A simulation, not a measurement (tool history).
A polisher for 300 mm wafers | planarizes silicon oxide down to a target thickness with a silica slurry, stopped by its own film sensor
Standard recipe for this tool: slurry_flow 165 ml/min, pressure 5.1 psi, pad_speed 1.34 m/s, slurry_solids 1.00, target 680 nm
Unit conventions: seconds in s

run,hour,slurry_flow,pressure,pad_speed,slurry_solids,target,"incoming thickness of the incoming film, nm",seconds
1,0.0,165,5.1,1.34,1.00,680,974.4,62.2
# hour 9.1: conditioning disc replaced and pad reconditioned
# hour 12.3: worn pad replaced by a new one
2,13.8,165,5.1,1.34,1.00,680,985.6,60.6
# hour 16.0: slurry nozzle cleaned
# hour 40.3: slurry blender recalibrated
3,42.3,195,5.1,1.34,1.00,680,975.5,57.5
4,73.3,195,5.1,1.34,1.00,680,983.0,60.0
5,87.5,195,5.1,1.34,1.00,680,975.0,59.1
6,114.9,165,5.7,0.98,1.15,600,967.7,83.1
7,145.6,165,5.1,1.34,1.00,680,966.4,59.2
8,175.0,165,5.1,1.56,1.00,680,972.1,54.6
# hour 190.0: conditioning disc replaced and pad reconditioned
# hour 201.2: worn pad replaced by a new one
9,207.6,165,5.1,1.34,1.00,680,961.1,56.2
10,271.6,165,6.8,1.34,0.80,595,981.9,69.6
11,286.3,165,5.1,1.34,1.15,680,975.1,56.3
# hour 316.4: head pressure recalibrated
12,316.9,165,6.2,1.34,1.00,729,973.3,43.8
13,326.9,165,5.1,1.52,0.90,680,973.1,56.2
# hour 345.3: slurry nozzle cleaned
# hour 363.1: slurry blender recalibrated
14,363.6,120,5.6,1.34,1.00,605,984.8,78.8
# hour 372.8: conditioning disc replaced and pad reconditioned
15,385.8,165,5.1,1.34,1.00,680,980.9,60.2
# hour 394.4: worn pad replaced by a new one
16,399.6,165,5.1,0.90,1.00,680,966.9,78.3
17,429.3,110,5.1,1.34,1.00,783,993.1,44.2
18,450.1,165,5.1,1.34,0.70,680,963.0,66.7
19,474.7,165,5.1,1.34,1.00,680,973.3,58.9
20,492.4,165,5.1,1.34,1.00,680,977.0,60.8
21,523.3,165,5.1,1.34,1.00,680,996.4,65.7
22,542.9,190,5.1,1.74,1.25,680,973.8,44.8
23,563.3,130,6.4,1.62,0.80,680,984.7,55.4
24,575.8,180,5.1,1.34,1.00,680,994.3,65.0
# hour 584.5: conditioning disc replaced and pad reconditioned
# hour 585.5: worn pad replaced by a new one
25,590.8,165,5.9,1.34,1.00,680,990.8,54.9
26,605.4,165,5.1,1.34,1.00,680,987.1,61.8

List, for all runs, the conditions of the tool that the log does not record:
removal rate lost through wear of the pad, %: 0 across all the runs
slurry flow missing at the pad, %: 0 across all the runs
deviation of the head's pressure from its setpoint, %: 0 across all the runs
abrasive missing from the slurry, %: 0 across all the runs
H1: time polished since the conditioner stopped cutting, s
run,H1
1,60.1
2,13.1
3,14.8
4,19.5
5,22.6
6,30.4
7,41.9
8,55.7
9,5.85
10,15.7
11,19.7
12,30.3
13,34.4
14,52
15,0.798
16,1.65
17,5.48
18,9.78
19,16.6
20,22.7
21,35.6
22,45.3
23,56.7
24,64.3
25,4.9
26,5.51
